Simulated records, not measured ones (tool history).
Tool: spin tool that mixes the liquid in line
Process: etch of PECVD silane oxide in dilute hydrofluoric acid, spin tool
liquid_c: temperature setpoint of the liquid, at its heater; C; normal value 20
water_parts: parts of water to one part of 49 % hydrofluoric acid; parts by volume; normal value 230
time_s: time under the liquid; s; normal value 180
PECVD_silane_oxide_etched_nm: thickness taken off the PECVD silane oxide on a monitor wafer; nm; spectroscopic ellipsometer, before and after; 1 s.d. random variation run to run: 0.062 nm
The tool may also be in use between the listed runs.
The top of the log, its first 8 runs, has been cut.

run,hour,liquid_c,water_parts,time_s,"read-back film thickness of the PECVD silane oxide reference wafer, read on the same gauge (nm)",PECVD_silane_oxide_etched_nm
9,101.9,20,230,180,70.02,12.07
10,110.8,20,315,135,70.02,6.09
11,119.6,20,315,135,70.04,6.1
12,127.8,20,315,135,69.98,6.02
13,144.1,20,230,220,70,14.64
14,152.3,25,295,235,70.01,13.69
# hour 158.5: thermometer replaced
15,166.9,17,230,240,69.99,13.3
16,177.2,17,325,290,70.01,10.53
17,186.6,20,230,180,70.02,11.26
18,203.6,20,165,180,70.01,16.68
19,214.4,20,315,135,69.99,5.74
20,225.8,18.5,115,245,70.01,32.74
# hour 236.8: hydrofluoric acid flow meter replaced
21,243.2,17,135,220,70.02,22.84
22,256.9,20,290,135,70.01,6.39
23,271,20,230,180,70,11.13
# hour 272.4: gauge calibrated
24,279.9,23,120,150,69.97,22.56
25,291.4,17,130,180,70.02,19.61
26,303.7,25,175,75,70.01,7.9
27,313.1,18,175,145,69.97,11.65
28,325.4,20,230,255,69.98,15.96
29,335.3,20,230,100,70.01,6.32
30,341.4,22.5,230,90,70,6.24
31,356.5,18,310,230,70.01,9.25
32,362.6,20,310,180,70.02,7.87

Here are 5 independent what-if runs from the current tool condition. What would each one return?
A,363.1,20,230,180,?,?
B,363.1,18,280,180,?,?
C,363.1,20,330,265,?,?
D,363.1,20,195,130,?,?
E,363.1,23.5,130,285,?,?

run,"read-back film thickness of the PECVD silane oxide reference wafer, read on the same gauge (nm)",PECVD_silane_oxide_etched_nm
A,70,11.31
B,70,8.23
C,70,10.58
D,70,9.97
E,70,40.26
With the hidden condition removed and each run's random variation left untouched, the same runs would have given:
run,PECVD_silane_oxide_etched_nm
A,11.07
B,8.06
C,10.37
D,9.76
E,39.39
